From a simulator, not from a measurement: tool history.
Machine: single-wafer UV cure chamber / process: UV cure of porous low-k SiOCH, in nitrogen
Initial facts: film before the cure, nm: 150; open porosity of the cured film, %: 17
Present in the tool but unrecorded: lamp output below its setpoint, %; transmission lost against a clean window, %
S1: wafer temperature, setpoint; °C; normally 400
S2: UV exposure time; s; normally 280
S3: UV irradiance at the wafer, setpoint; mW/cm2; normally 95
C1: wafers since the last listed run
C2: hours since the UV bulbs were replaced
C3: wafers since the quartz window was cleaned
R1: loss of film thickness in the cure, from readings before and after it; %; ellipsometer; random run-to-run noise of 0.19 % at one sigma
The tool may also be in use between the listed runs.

| run | day | S1 | S2 | S3 | C1 | C2 | C3 | R1 |
|---|---|---|---|---|---|---|---|---|
| 1 | 0 | 400 | 280 | 95 | 0 | 2766 | 1462 | 11.957 |
| 2 | 0.588 | 400 | 280 | 95 | 98 | 2780.1 | 1560 | 11.684 |
| 3 | 1.142 | 400 | 280 | 95 | 92 | 2793.4 | 1652 | 11.759 |
| 4 | 1.783 | 400 | 280 | 95 | 107 | 2808.8 | 1759 | 11.553 |
| 5 | 2.075 | 400 | 280 | 95 | 48 | 2815.8 | 1808 | 11.593 |
| 6 | 2.5 | 400 | 215 | 95 | 70 | 2826 | 1879 | 10.535 |
| 7 | 2.942 | 400 | 215 | 95 | 73 | 2836.6 | 1952 | 10.408 |
| 8 | 3.671 | 400 | 280 | 80 | 121 | 2854.1 | 2074 | 10.876 |
| 9 | 3.933 | 400 | 280 | 80 | 43 | 2860.4 | 2118 | 10.985 |
| 10 | 4.533 | 385 | 280 | 95 | 100 | 2874.8 | 2218 | 11.182 |
| 11 | 5.104 | 385 | 280 | 95 | 95 | 2888.5 | 2313 | 11.136 |
| 12 | 5.675 | 385 | 280 | 95 | 95 | 2902.2 | 2408 | 11.371 |
| 13 | 6.217 | 400 | 405 | 95 | 90 | 2915.2 | 2499 | 12.77 |
| 14 | 6.767 | 400 | 405 | 95 | 91 | 2928.4 | 2591 | 13.106 |
| 15 | 7.129 | 400 | 405 | 95 | 60 | 2937.1 | 2651 | 13.025 |
| 16 | 7.458 | 400 | 280 | 84 | 54 | 2945 | 2706 | 11.144 |
| 17 | 7.988 | 400 | 280 | 84 | 88 | 2957.7 | 2794 | 10.946 |
| 18 | 8.242 | 400 | 280 | 95 | 42 | 2963.8 | 2837 | 11.51 |
| 19 | 8.538 | 400 | 280 | 95 | 49 | 2970.9 | 2886 | 11.196 |
|  | 8.996 | UV bulbs replaced |
| 20 | 9.017 | 400 | 415 | 95 | 24 | 0.5 | 2910 | 13.148 |
| 21 | 9.5 | 400 | 280 | 95 | 80 | 12.1 | 2991 | 11.695 |
| 22 | 9.975 | 400 | 280 | 95 | 79 | 23.5 | 3070 | 11.544 |
| 23 | 10.542 | 400 | 280 | 95 | 94 | 37.1 | 3165 | 11.472 |
| 24 | 11.058 | 414 | 410 | 118 | 86 | 49.5 | 3251 | 14.212 |
| 25 | 11.446 | 400 | 280 | 70 | 64 | 58.8 | 3316 | 9.728 |
| 26 | 11.908 | 391 | 170 | 127 | 77 | 69.9 | 3393 | 10.35 |
| 27 | 12.617 | 400 | 140 | 56 | 118 | 86.9 | 3511 | 6.198 |
| 28 | 13.629 | 400 | 280 | 80 | 168 | 111.2 | 3680 | 10.66 |
| 29 | 14.033 | 400 | 360 | 73 | 67 | 120.9 | 3747 | 11.251 |
| 30 | 14.617 | 390 | 280 | 109 | 97 | 134.9 | 3844 | 12.088 |
|  | 15.075 | quartz window cleaned |
| 31 | 15.096 | 400 | 280 | 95 | 24 | 146.4 | 3 | 12.713 |
| 32 | 15.608 | 415 | 125 | 95 | 85 | 158.7 | 88 | 9.111 |
| 33 | 16.067 | 387 | 280 | 95 | 76 | 169.7 | 165 | 12.185 |
| 34 | 16.608 | 400 | 280 | 95 | 90 | 182.7 | 255 | 12.319 |
| 35 | 17.25 | 400 | 280 | 107 | 107 | 198.1 | 362 | 12.864 |
| 36 | 17.729 | 400 | 165 | 57 | 79 | 209.6 | 442 | 7.578 |
| 37 | 18.208 | 411 | 280 | 95 | 79 | 221.1 | 522 | 12.347 |
| 38 | 18.833 | 400 | 280 | 95 | 104 | 236.1 | 626 | 12.399 |
| 39 | 19.675 | 400 | 170 | 110 | 140 | 256.3 | 767 | 10.371 |
| 40 | 19.942 | 400 | 330 | 60 | 44 | 262.7 | 811 | 10.587 |

Per-run results on a tool with no hidden state, each run keeping its own random variation:
| run | R1 |
|---|---|
| 1 | 12.829 |
| 2 | 12.565 |
| 3 | 12.67 |
| 4 | 12.476 |
| 5 | 12.53 |
| 6 | 11.47 |
| 7 | 11.347 |
| 8 | 11.855 |
| 9 | 11.982 |
| 10 | 12.182 |
| 11 | 12.147 |
| 12 | 12.418 |
| 13 | 13.822 |
| 14 | 14.198 |
| 15 | 14.118 |
| 16 | 12.228 |
| 17 | 12.021 |
| 18 | 12.606 |
| 19 | 12.267 |
| 20 | 14.277 |
| 21 | 12.829 |
| 22 | 12.67 |
| 23 | 12.599 |
| 24 | 15.372 |
| 25 | 10.781 |
| 26 | 11.456 |
| 27 | 7.143 |
| 28 | 11.792 |
| 29 | 12.395 |
| 30 | 13.283 |
| 31 | 12.727 |
| 32 | 9.183 |
| 33 | 12.32 |
| 34 | 12.516 |
| 35 | 13.134 |
| 36 | 7.848 |
| 37 | 12.708 |
| 38 | 12.825 |
| 39 | 10.831 |
| 40 | 11.07 |

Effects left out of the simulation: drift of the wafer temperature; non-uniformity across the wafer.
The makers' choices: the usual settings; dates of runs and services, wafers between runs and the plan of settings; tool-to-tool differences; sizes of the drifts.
